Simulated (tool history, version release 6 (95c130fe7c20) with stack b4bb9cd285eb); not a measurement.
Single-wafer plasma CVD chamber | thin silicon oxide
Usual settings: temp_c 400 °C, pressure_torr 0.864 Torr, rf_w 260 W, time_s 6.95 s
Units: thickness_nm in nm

run   hour  temp_c  pressure_torr  rf_w  time_s  wafers since the last listed run  hours since the last thermocouple change  hours since the last RF generator calibration  hours since the last manometer calibration  hours since the showerhead was replaced  hours since the gauge calibration  read-back reference wafer on the same gauge, thickness_nm  thickness_nm
  1      0     400          0.864   240    6.95                                 0                                    1217.5                                           1935                                       834.5                                   4065.9                              401.6                                                     15.303        12.323
  2   23.6     400          0.864   240    6.95                              1140                                    1241.1                                         1958.6                                       858.1                                   4089.5                              425.2                                                     15.286        12.328
  3   37.9     400          0.864   240    6.95                               691                                    1255.4                                         1972.9                                       872.4                                   4103.8                              439.5                                                     15.307        12.356
  4   67.8     400          0.864   260    6.95                              1444                                    1285.3                                         2002.8                                       902.3                                   4133.7                              469.4                                                     15.278        12.661
  5     94     400          0.864   260    6.95                              1266                                    1311.5                                           2029                                       928.5                                   4159.9                              495.6                                                     15.315        12.596
  6  123.8     400          0.864   260    6.95                              1439                                    1341.3                                         2058.8                                       958.3                                   4189.7                              525.4                                                     15.292        12.655
  7  141.6     400          0.864   260    6.95                               860                                    1359.1                                         2076.6                                       976.1                                   4207.5                              543.2                                                     15.302        12.576
  8  207.7     400          0.864   260    6.95                              3194                                    1425.2                                         2142.7                                      1042.2                                   4273.6                              609.3                                                      15.31        12.612
  9    221     400          0.864   260    6.95                               642                                    1438.5                                           2156                                      1055.5                                   4286.9                              622.6                                                     15.301        12.597
 10    254     400          0.864   260    6.95                              1594                                    1471.5                                           2189                                      1088.5                                   4319.9                              655.6                                                     15.292        12.592
     290.1  -- capacitance manometer re-zeroed and calibrated
 11  290.6     391          0.864   275    6.95                              1382                                    1508.1                                         2225.6                                         0.5                                   4356.5                              692.2                                                     15.314        13.451
 12  301.2     405          0.864   295    6.95                               512                                    1518.7                                         2236.2                                        11.1                                   4367.1                              702.8                                                     15.279        13.579
     301.7  -- gauge calibrated
     309.8  -- showerhead replaced
     331.1  -- thermocouple changed; heater temperature recalibrated
       370  -- RF generator calibrated
 13  370.5     400          0.864   260    6.95                              2188                                      39.4                                            0.5                                        80.4                                     60.7                               68.8                                                     15.297        12.991
 14  464.9     400          0.707   220    5.78                              4561                                     133.8                                           94.9                                       174.8                                    155.1                              163.2                                                     15.308         9.134
 15  480.6     396          0.864   260    6.95                               758                                     149.5                                          110.6                                       190.5                                    170.8                              178.9                                                     15.283        13.036
 16    506     400          0.672   260    6.16                              1227                                     174.9                                            136                                       215.9                                    196.2                              204.3                                                     15.296        10.061
 17  540.8     386          0.864   260    6.41                              1681                                     209.7                                          170.8                                       250.7                                      231                              239.1                                                     15.327        12.076
 18  573.3     393          0.864   260    6.95                              1570                                     242.2                                          203.3                                       283.2                                    263.5                              271.6                                                     15.279        12.986
 19  594.4     400          0.864   260    6.95                              1019                                     263.3                                          224.4                                       304.3                                    284.6                              292.7                                                     15.311        12.952
 20  663.4     400          0.796   260    6.95                              3334                                     332.3                                          293.4                                       373.3                                    353.6                              361.7                                                     15.308        12.358
 21  685.8     400          0.864   260    6.95                              1082                                     354.7                                          315.8                                       395.7                                      376                              384.1                                                     15.319        12.896
 22  713.5     393          0.864   210    6.49                              1338                                     382.4                                          343.5                                       423.4                                    403.7                              411.8                                                     15.293         11.25

Give the tool's hidden conditions for every run:
wafer temperature above the value expected at the setpoint (K): 0 in every run
delivered RF power above the setpoint (%): 0 in every run
gauge reads high (%): 0 in every run
H1: true pressure above the setpoint (%)
run      H1
  1   -5.39
  2   -5.53
  3   -5.61
  4   -5.78
  5   -5.92
  6   -6.09
  7   -6.19
  8   -6.56
  9   -6.64
 10   -6.83
 11   0.198
 12   0.138
 13  -0.253
 14  -0.785
 15  -0.874
 16   -1.02
 17   -1.21
 18    -1.4
 19   -1.52
 20    -1.9
 21   -2.03
 22   -2.19

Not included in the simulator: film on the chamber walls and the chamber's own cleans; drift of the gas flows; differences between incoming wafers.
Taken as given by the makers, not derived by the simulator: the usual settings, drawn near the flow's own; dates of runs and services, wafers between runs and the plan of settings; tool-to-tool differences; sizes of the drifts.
